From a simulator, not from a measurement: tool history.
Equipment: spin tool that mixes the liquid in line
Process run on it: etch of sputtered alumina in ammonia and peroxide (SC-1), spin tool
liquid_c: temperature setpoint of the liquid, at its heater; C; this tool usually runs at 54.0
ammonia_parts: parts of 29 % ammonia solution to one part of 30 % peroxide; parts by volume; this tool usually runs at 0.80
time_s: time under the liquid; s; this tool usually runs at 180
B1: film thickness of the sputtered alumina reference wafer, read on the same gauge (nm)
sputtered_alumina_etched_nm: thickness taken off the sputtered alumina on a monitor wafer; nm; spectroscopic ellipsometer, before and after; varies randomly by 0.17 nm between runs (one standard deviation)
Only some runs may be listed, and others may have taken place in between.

{"run": 1, "day": 0.0, "liquid_c": 46.5, "ammonia_parts": 0.8, "time_s": 180, "B1": 70.03, "sputtered_alumina_etched_nm": 13.72}
{"run": 2, "day": 0.862, "liquid_c": 61.0, "ammonia_parts": 0.65, "time_s": 180, "B1": 70.03, "sputtered_alumina_etched_nm": 29.41}
{"run": 3, "day": 1.721, "liquid_c": 61.0, "ammonia_parts": 0.65, "time_s": 180, "B1": 70.01, "sputtered_alumina_etched_nm": 29.32}
{"run": 4, "day": 2.888, "liquid_c": 54.0, "ammonia_parts": 0.8, "time_s": 260, "B1": 70.01, "sputtered_alumina_etched_nm": 30.42}
{"run": 5, "day": 3.912, "liquid_c": 54.0, "ammonia_parts": 0.8, "time_s": 260, "B1": 70.02, "sputtered_alumina_etched_nm": 30.59}
{"run": 6, "day": 5.083, "liquid_c": 54.0, "ammonia_parts": 0.8, "time_s": 260, "B1": 69.99, "sputtered_alumina_etched_nm": 30.53}
{"day": 5.725, "done": "new drum of ammonia solution connected"}
{"run": 7, "day": 6.096, "liquid_c": 61.5, "ammonia_parts": 0.8, "time_s": 180, "B1": 69.98, "sputtered_alumina_etched_nm": 31.09}
{"run": 8, "day": 7.304, "liquid_c": 62.5, "ammonia_parts": 0.95, "time_s": 95, "B1": 70.05, "sputtered_alumina_etched_nm": 17.72}
{"day": 8.492, "done": "heated supply line repaired"}
{"run": 9, "day": 8.579, "liquid_c": 45.0, "ammonia_parts": 0.95, "time_s": 120, "B1": 69.99, "sputtered_alumina_etched_nm": 8.74}
{"run": 10, "day": 9.338, "liquid_c": 45.0, "ammonia_parts": 0.8, "time_s": 180, "B1": 70.01, "sputtered_alumina_etched_nm": 13.18}
{"day": 9.45, "done": "thermometer replaced"}
{"run": 11, "day": 10.325, "liquid_c": 50.0, "ammonia_parts": 0.45, "time_s": 120, "B1": 69.98, "sputtered_alumina_etched_nm": 9.83}
{"day": 10.375, "done": "gauge calibrated"}
{"day": 10.408, "done": "ammonia flow meter replaced"}
{"run": 12, "day": 11.017, "liquid_c": 54.0, "ammonia_parts": 0.8, "time_s": 180, "B1": 69.99, "sputtered_alumina_etched_nm": 19.6}
{"run": 13, "day": 11.842, "liquid_c": 56.5, "ammonia_parts": 0.65, "time_s": 75, "B1": 70.01, "sputtered_alumina_etched_nm": 9.02}
{"run": 14, "day": 12.854, "liquid_c": 48.5, "ammonia_parts": 0.6, "time_s": 180, "B1": 69.98, "sputtered_alumina_etched_nm": 14.08}
{"run": 15, "day": 13.871, "liquid_c": 48.0, "ammonia_parts": 1.15, "time_s": 265, "B1": 70.01, "sputtered_alumina_etched_nm": 21.57}
{"run": 16, "day": 15.35, "liquid_c": 54.0, "ammonia_parts": 0.45, "time_s": 180, "B1": 69.95, "sputtered_alumina_etched_nm": 18.57}
{"run": 17, "day": 16.283, "liquid_c": 58.5, "ammonia_parts": 0.95, "time_s": 240, "B1": 70.02, "sputtered_alumina_etched_nm": 33.68}
{"run": 18, "day": 17.379, "liquid_c": 46.5, "ammonia_parts": 1.05, "time_s": 85, "B1": 70.0, "sputtered_alumina_etched_nm": 6.37}
{"run": 19, "day": 18.75, "liquid_c": 54.0, "ammonia_parts": 0.8, "time_s": 180, "B1": 70.02, "sputtered_alumina_etched_nm": 19.71}
{"run": 20, "day": 20.046, "liquid_c": 54.0, "ammonia_parts": 1.05, "time_s": 180, "B1": 69.98, "sputtered_alumina_etched_nm": 20.26}
{"run": 21, "day": 20.804, "liquid_c": 56.5, "ammonia_parts": 0.55, "time_s": 95, "B1": 70.02, "sputtered_alumina_etched_nm": 11.61}
{"run": 22, "day": 21.971, "liquid_c": 54.0, "ammonia_parts": 0.8, "time_s": 180, "B1": 69.99, "sputtered_alumina_etched_nm": 20.12}
{"run": 23, "day": 22.617, "liquid_c": 44.5, "ammonia_parts": 0.8, "time_s": 250, "B1": 70.01, "sputtered_alumina_etched_nm": 16.56}
{"run": 24, "day": 23.412, "liquid_c": 50.5, "ammonia_parts": 0.8, "time_s": 70, "B1": 70.02, "sputtered_alumina_etched_nm": 6.52}

Some steps in sputtered_alumina_etched_nm between neighbouring runs. How much of each would the tool show without its hidden state too (settings, what came in, random variation), and how much is left for the hidden state, with any gauge scatter that isn't in both results?
What the log doesn't record here: liquid hotter than its thermometer reads (K); ammonia flow above the setpoint (%); temperature lost on the way to the wafer (K); ammonia solution weaker than its label (%); gauge reads high (%).
Run 1 -> 2: liquid_c 46.5 -> 61.0, ammonia_parts 0.80 -> 0.65. sputtered_alumina_etched_nm +15.69 nm: hidden state +1.42, all else +14.27.
Run 7 -> 8: liquid_c 61.5 -> 62.5, ammonia_parts 0.80 -> 0.95, time_s 180 -> 95. sputtered_alumina_etched_nm -13.37 nm: hidden state -1.44, all else -11.93.
Run 17 -> 18: liquid_c 58.5 -> 46.5, ammonia_parts 0.95 -> 1.05, time_s 240 -> 85. sputtered_alumina_etched_nm -27.31 nm: hidden state -1.41, all else -25.90.
